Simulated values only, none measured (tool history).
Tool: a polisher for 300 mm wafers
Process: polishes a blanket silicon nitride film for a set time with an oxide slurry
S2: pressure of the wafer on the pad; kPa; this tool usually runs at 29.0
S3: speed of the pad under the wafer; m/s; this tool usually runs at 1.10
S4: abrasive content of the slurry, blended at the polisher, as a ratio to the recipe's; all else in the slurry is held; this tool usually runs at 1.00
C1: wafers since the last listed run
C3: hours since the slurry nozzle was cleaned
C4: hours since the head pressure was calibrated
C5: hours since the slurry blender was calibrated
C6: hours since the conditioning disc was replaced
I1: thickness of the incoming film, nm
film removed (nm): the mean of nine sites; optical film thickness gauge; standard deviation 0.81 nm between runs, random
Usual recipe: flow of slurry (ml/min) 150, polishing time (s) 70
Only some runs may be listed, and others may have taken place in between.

Run 1, hour 0.0: usual settings but S3 0.92 m/s, S4 0.85; C1 0; wafers polished on this pad 1019; C3 365.7; C4 460.5; C5 167.0; C6 151.2; I1 346.4. Result: film removed (nm) 44.7.
At hour 2.2: conditioning disc replaced and pad reconditioned.
At hour 64.8: worn pad replaced by a new one.
At hour 78.8: slurry blender recalibrated.
Run 2, hour 79.3: usual settings but flow of slurry (ml/min) 185, S4 0.90; C1 721; wafers polished on this pad 126; C3 445.0; C4 539.8; C5 0.5; C6 77.1; I1 352.3. Result: film removed (nm) 59.9.
Run 3, hour 111.3: usual settings but flow of slurry (ml/min) 185, S4 0.90; C1 323; wafers polished on this pad 449; C3 477.0; C4 571.8; C5 32.5; C6 109.1; I1 350.1. Result: film removed (nm) 59.1.
At hour 148.9: conditioning disc replaced and pad reconditioned.
Run 4, hour 181.4: usual settings but flow of slurry (ml/min) 185, S4 0.90; C1 688; wafers polished on this pad 1138; C3 547.1; C4 641.9; C5 102.6; C6 32.5; I1 355.6. Result: film removed (nm) 55.9.
Run 5, hour 202.3: usual settings; C1 211; wafers polished on this pad 1350; C3 568.0; C4 662.8; C5 123.5; C6 53.4; I1 351.6. Result: film removed (nm) 54.5.
Run 6, hour 237.3: usual settings but flow of slurry (ml/min) 135; C1 354; wafers polished on this pad 1704; C3 603.0; C4 697.8; C5 158.5; C6 88.4; I1 348.7. Result: film removed (nm) 53.3.
At hour 251.7: worn pad replaced by a new one.
Run 7, hour 252.2: usual settings; C1 110; wafers polished on this pad 5; C3 617.9; C4 712.7; C5 173.4; C6 103.3; I1 343.0. Result: film removed (nm) 53.5.
Run 8, hour 262.4: usual settings; C1 103; wafers polished on this pad 108; C3 628.1; C4 722.9; C5 183.6; C6 113.5; I1 356.0. Result: film removed (nm) 53.2.
Run 9, hour 291.3: usual settings; C1 292; wafers polished on this pad 400; C3 657.0; C4 751.8; C5 212.5; C6 142.4; I1 344.2. Result: film removed (nm) 52.5.
At hour 308.5: slurry blender recalibrated.
Run 10, hour 316.7: usual settings; C1 236; wafers polished on this pad 637; C3 682.4; C4 777.2; C5 8.2; C6 167.8; I1 346.9. Result: film removed (nm) 58.7.
At hour 337.5: conditioning disc replaced and pad reconditioned.
Run 11, hour 338.0: usual settings; C1 195; wafers polished on this pad 832; C3 703.7; C4 798.5; C5 29.5; C6 0.5; I1 346.8. Result: film removed (nm) 58.3.
Run 12, hour 367.9: usual settings but flow of slurry (ml/min) 110; C1 302; wafers polished on this pad 1134; C3 733.6; C4 828.4; C5 59.4; C6 30.4; I1 350.0. Result: film removed (nm) 53.7.
Run 13, hour 388.4: usual settings but flow of slurry (ml/min) 110, S2 19.3 kPa, polishing time (s) 56; C1 207; wafers polished on this pad 1342; C3 754.1; C4 848.9; C5 79.9; C6 50.9; I1 354.9. Result: film removed (nm) 28.6.
Run 14, hour 404.8: usual settings but flow of slurry (ml/min) 185, S4 0.90; C1 165; wafers polished on this pad 1508; C3 770.5; C4 865.3; C5 96.3; C6 67.3; I1 355.2. Result: film removed (nm) 54.8.
Run 15, hour 422.0: usual settings but S4 0.90; C1 173; wafers polished on this pad 1682; C3 787.7; C4 882.5; C5 113.5; C6 84.5; I1 348.6. Result: film removed (nm) 51.6.
At hour 430.1: worn pad replaced by a new one.
Run 16, hour 439.7: usual settings but flow of slurry (ml/min) 130, S2 34.5 kPa; C1 138; wafers polished on this pad 97; C3 805.4; C4 900.2; C5 131.2; C6 102.2; I1 346.3. Result: film removed (nm) 63.5.
Run 17, hour 456.3: usual settings but flow of slurry (ml/min) 135, S2 34.5 kPa, S3 1.28 m/s, polishing time (s) 81; C1 167; wafers polished on this pad 265; C3 822.0; C4 916.8; C5 147.8; C6 118.8; I1 347.5. Result: film removed (nm) 80.2.
Run 18, hour 478.3: usual settings but S4 1.25; C1 222; wafers polished on this pad 487; C3 844.0; C4 938.8; C5 169.8; C6 140.8; I1 342.6. Result: film removed (nm) 59.0.
Run 19, hour 500.3: usual settings but flow of slurry (ml/min) 105, S3 1.44 m/s; C1 222; wafers polished on this pad 710; C3 866.0; C4 960.8; C5 191.8; C6 162.8; I1 348.8. Result: film removed (nm) 57.6.
At hour 504.6: slurry blender recalibrated.
At hour 505.6: conditioning disc replaced and pad reconditioned.
Run 20, hour 528.2: usual settings but flow of slurry (ml/min) 135, S2 34.5 kPa, S4 0.80; C1 252; wafers polished on this pad 962; C3 893.9; C4 988.7; C5 23.6; C6 22.6; I1 345.4. Result: film removed (nm) 60.4.
At hour 539.1: slurry nozzle cleaned.
At hour 580.6: head pressure recalibrated.
At hour 614.7: worn pad replaced by a new one.
Run 21, hour 628.6: usual settings but S2 37.2 kPa; C1 944; wafers polished on this pad 140; C3 89.5; C4 48.0; C5 124.0; C6 123.0; I1 356.9. Result: film removed (nm) 73.4.
Run 22, hour 653.4: usual settings but flow of slurry (ml/min) 170, S4 0.80; C1 250; wafers polished on this pad 391; C3 114.3; C4 72.8; C5 148.8; C6 147.8; I1 348.7. Result: film removed (nm) 50.4.
At hour 660.3: conditioning disc replaced and pad reconditioned.
Run 23, hour 666.6: usual settings but S4 1.10, polishing time (s) 56; C1 113; wafers polished on this pad 504; C3 127.5; C4 86.0; C5 162.0; C6 6.3; I1 354.2. Result: film removed (nm) 46.3.
Run 24, hour 690.0: usual settings but S4 0.70; C1 236; wafers polished on this pad 741; C3 150.9; C4 109.4; C5 185.4; C6 29.7; I1 346.9. Result: film removed (nm) 45.0.
Run 25, hour 720.9: usual settings but S4 1.15; C1 312; wafers polished on this pad 1054; C3 181.8; C4 140.3; C5 216.3; C6 60.6; I1 347.7. Result: film removed (nm) 57.7.
At hour 750.1: slurry blender recalibrated.
Run 26, hour 756.1: usual settings; C1 335; wafers polished on this pad 1389; C3 217.0; C4 175.5; C5 6.0; C6 95.8; I1 349.0. Result: film removed (nm) 61.3.

Hidden condition of the tool, last listed run before each entry between runs versus first listed run after:
After run 1, before run 2: conditioning disc replaced and pad reconditioned (hour 2.2); worn pad replaced by a new one (hour 64.8); slurry blender recalibrated (hour 78.8)
  deviation of the head's pressure from its setpoint, %: -1.23 -> -1.7; abrasive missing from the slurry, %: 20.1 -> 0.968
  the result without the hidden state subtracted from the measured one, film removed (nm): -6.1 -> -1.3
After run 3, before run 4: conditioning disc replaced and pad reconditioned (hour 148.9)
  deviation of the head's pressure from its setpoint, %: -1.92 -> -2.42; abrasive missing from the slurry, %: 4.63 -> 12.6
  the result without the hidden state subtracted from the measured one, film removed (nm): -2.5 -> -5.2
After run 6, before run 7: worn pad replaced by a new one (hour 251.7)
  deviation of the head's pressure from its setpoint, %: -2.87 -> -2.99; abrasive missing from the slurry, %: 19 -> 20.7
  the result without the hidden state subtracted from the measured one, film removed (nm): -7.3 -> -8.0
After run 9, before run 10: slurry blender recalibrated (hour 308.5)
  deviation of the head's pressure from its setpoint, %: -3.33 -> -3.57; abrasive missing from the slurry, %: 25.2 -> 2.37
  the result without the hidden state subtracted from the measured one, film removed (nm): -10.0 -> -2.9
After run 10, before run 11: conditioning disc replaced and pad reconditioned (hour 337.5)
  deviation of the head's pressure from its setpoint, %: -3.57 -> -3.77; abrasive missing from the slurry, %: 2.37 -> 4.81
  the result without the hidden state subtracted from the measured one, film removed (nm): -2.9 -> -3.7
After run 15, before run 16: worn pad replaced by a new one (hour 430.1)
  deviation of the head's pressure from its setpoint, %: -4.61 -> -4.79; abrasive missing from the slurry, %: 14.4 -> 16.4
  the result without the hidden state subtracted from the measured one, film removed (nm): -6.8 -> -9.1
After run 19, before run 20: slurry blender recalibrated (hour 504.6); conditioning disc replaced and pad reconditioned (hour 505.6)
  deviation of the head's pressure from its setpoint, %: -5.47 -> -5.79; abrasive missing from the slurry, %: 23.4 -> 3.66
  the result without the hidden state subtracted from the measured one, film removed (nm): -11.6 -> -5.0
After run 20, before run 21: slurry nozzle cleaned (hour 539.1); head pressure recalibrated (hour 580.6); worn pad replaced by a new one (hour 614.7)
  deviation of the head's pressure from its setpoint, %: -5.79 -> -0.71; abrasive missing from the slurry, %: 3.66 -> 15.1
  the result without the hidden state subtracted from the measured one, film removed (nm): -5.0 -> -6.4
After run 22, before run 23: conditioning disc replaced and pad reconditioned (hour 660.3)
  deviation of the head's pressure from its setpoint, %: -0.728 -> -0.741; abrasive missing from the slurry, %: 18 -> 19.5
  the result without the hidden state subtracted from the measured one, film removed (nm): -5.9 -> -5.1
After run 25, before run 26: slurry blender recalibrated (hour 750.1)
  deviation of the head's pressure from its setpoint, %: -0.814 -> -0.88; abrasive missing from the slurry, %: 25.7 -> 3.17
  the result without the hidden state subtracted from the measured one, film removed (nm): -8.8 -> -1.4

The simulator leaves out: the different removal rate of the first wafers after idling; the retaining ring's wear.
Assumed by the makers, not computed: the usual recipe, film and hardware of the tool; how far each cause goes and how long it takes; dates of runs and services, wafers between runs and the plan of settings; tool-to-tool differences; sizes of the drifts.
